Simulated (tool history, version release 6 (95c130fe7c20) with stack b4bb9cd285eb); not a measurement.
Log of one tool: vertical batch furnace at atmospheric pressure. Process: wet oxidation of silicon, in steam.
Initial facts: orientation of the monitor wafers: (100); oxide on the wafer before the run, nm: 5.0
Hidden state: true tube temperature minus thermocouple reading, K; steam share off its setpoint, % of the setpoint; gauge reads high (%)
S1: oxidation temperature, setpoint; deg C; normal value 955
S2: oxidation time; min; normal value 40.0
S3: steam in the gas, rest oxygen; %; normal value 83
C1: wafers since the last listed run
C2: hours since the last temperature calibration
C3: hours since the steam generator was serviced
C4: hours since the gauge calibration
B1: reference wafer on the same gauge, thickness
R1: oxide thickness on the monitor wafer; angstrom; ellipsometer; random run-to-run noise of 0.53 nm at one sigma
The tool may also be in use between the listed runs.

| run | hour | S1 | S2 | S3 | C1 | C2 | C3 | C4 | B1 | R1 |
|---|---|---|---|---|---|---|---|---|---|---|
| 1 | 0.0 | 955 | 40.0 | 83 | 0 | 3672.4 | 1316.7 | 157.7 | 185.05 | 1832.4 |
| 2 | 21.8 | 955 | 40.0 | 83 | 258 | 3694.2 | 1338.5 | 179.5 | 185.12 | 1816.0 |
| 3 | 54.6 | 955 | 40.0 | 83 | 389 | 3727.0 | 1371.3 | 212.3 | 184.95 | 1824.9 |
| 4 | 87.7 | 955 | 40.0 | 75 | 392 | 3760.1 | 1404.4 | 245.4 | 184.92 | 1683.3 |
| 5 | 140.5 | 955 | 40.0 | 75 | 626 | 3812.9 | 1457.2 | 298.2 | 184.98 | 1683.2 |
| 6 | 161.2 | 948 | 40.0 | 83 | 245 | 3833.6 | 1477.9 | 318.9 | 184.75 | 1703.1 |
| 7 | 176.2 | 948 | 40.0 | 83 | 177 | 3848.6 | 1492.9 | 333.9 | 184.90 | 1694.8 |
| 8 | 200.5 | 948 | 40.0 | 83 | 288 | 3872.9 | 1517.2 | 358.2 | 185.05 | 1707.6 |
| 9 | 218.3 | 955 | 40.0 | 83 | 211 | 3890.7 | 1535.0 | 376.0 | 185.02 | 1822.2 |
| 10 | 252.2 | 955 | 40.0 | 83 | 402 | 3924.6 | 1568.9 | 409.9 | 185.25 | 1821.4 |
| 11 | 279.2 | 955 | 40.0 | 73 | 320 | 3951.6 | 1595.9 | 436.9 | 185.06 | 1650.8 |
| 12 | 295.4 | 955 | 40.0 | 74 | 192 | 3967.8 | 1612.1 | 453.1 | 184.95 | 1666.8 |
| 13 | 316.1 | 955 | 40.0 | 83 | 245 | 3988.5 | 1632.8 | 473.8 | 184.93 | 1834.9 |
|  | 348.5 | thermocouples replaced and temperature profile calibrated |
|  | 348.8 | gauge calibrated |
| 14 | 349.0 | 932 | 30.0 | 74 | 105 | 0.5 | 1665.7 | 0.2 | 185.00 | 949.4 |
| 15 | 361.6 | 948 | 47.5 | 86 | 149 | 13.1 | 1678.3 | 12.8 | 184.99 | 1881.2 |
| 16 | 375.3 | 944 | 29.5 | 75 | 162 | 26.8 | 1692.0 | 26.5 | 184.98 | 1087.6 |
| 17 | 389.8 | 962 | 20.0 | 73 | 171 | 41.3 | 1706.5 | 41.0 | 185.03 | 939.2 |
| 18 | 420.8 | 976 | 29.0 | 87 | 367 | 72.3 | 1737.5 | 72.0 | 185.22 | 1710.9 |
| 19 | 442.8 | 963 | 54.5 | 83 | 260 | 94.3 | 1759.5 | 94.0 | 184.77 | 2382.1 |
| 20 | 461.3 | 955 | 40.0 | 83 | 219 | 112.8 | 1778.0 | 112.5 | 184.89 | 1717.6 |
| 21 | 494.5 | 967 | 32.0 | 72 | 393 | 146.0 | 1811.2 | 145.7 | 184.97 | 1453.9 |
|  | 545.6 | steam generator serviced |
| 22 | 584.3 | 955 | 40.0 | 83 | 780 | 235.8 | 38.7 | 235.5 | 184.93 | 1724.9 |
| 23 | 620.1 | 955 | 40.0 | 83 | 424 | 271.6 | 74.5 | 271.3 | 185.10 | 1718.3 |
| 24 | 645.7 | 940 | 24.0 | 83 | 303 | 297.2 | 100.1 | 296.9 | 185.05 | 951.9 |
| 25 | 667.7 | 955 | 40.0 | 80 | 260 | 319.2 | 122.1 | 318.9 | 185.18 | 1668.1 |
| 26 | 682.6 | 967 | 21.5 | 80 | 176 | 334.1 | 137.0 | 333.8 | 184.95 | 1146.0 |

Predict each of these 5 candidate next runs independently; none follows another, all start after run 26:
| A | 687.2 | 955 | 40.0 | 83 | 54 | 338.7 | 141.6 | 338.4 | ? | ? |
| B | 687.2 | 943 | 26.0 | 83 | 54 | 338.7 | 141.6 | 338.4 | ? | ? |
| C | 687.2 | 972 | 40.0 | 88 | 54 | 338.7 | 141.6 | 338.4 | ? | ? |
| D | 687.2 | 955 | 26.0 | 92 | 54 | 338.7 | 141.6 | 338.4 | ? | ? |
| E | 687.2 | 969 | 50.0 | 83 | 54 | 338.7 | 141.6 | 338.4 | ? | ? |

| run | B1 | R1 |
|---|---|---|
| A | 184.87 | 1723.3 |
| B | 184.87 | 1053.5 |
| C | 184.87 | 2141.2 |
| D | 184.87 | 1316.2 |
| E | 184.87 | 2362.4 |
What these runs would have given with no unlogged condition in the tool:
| run | R1 |
|---|---|
| A | 1709.6 |
| B | 1044.5 |
| C | 2125.9 |
| D | 1305.2 |
| E | 2345.7 |
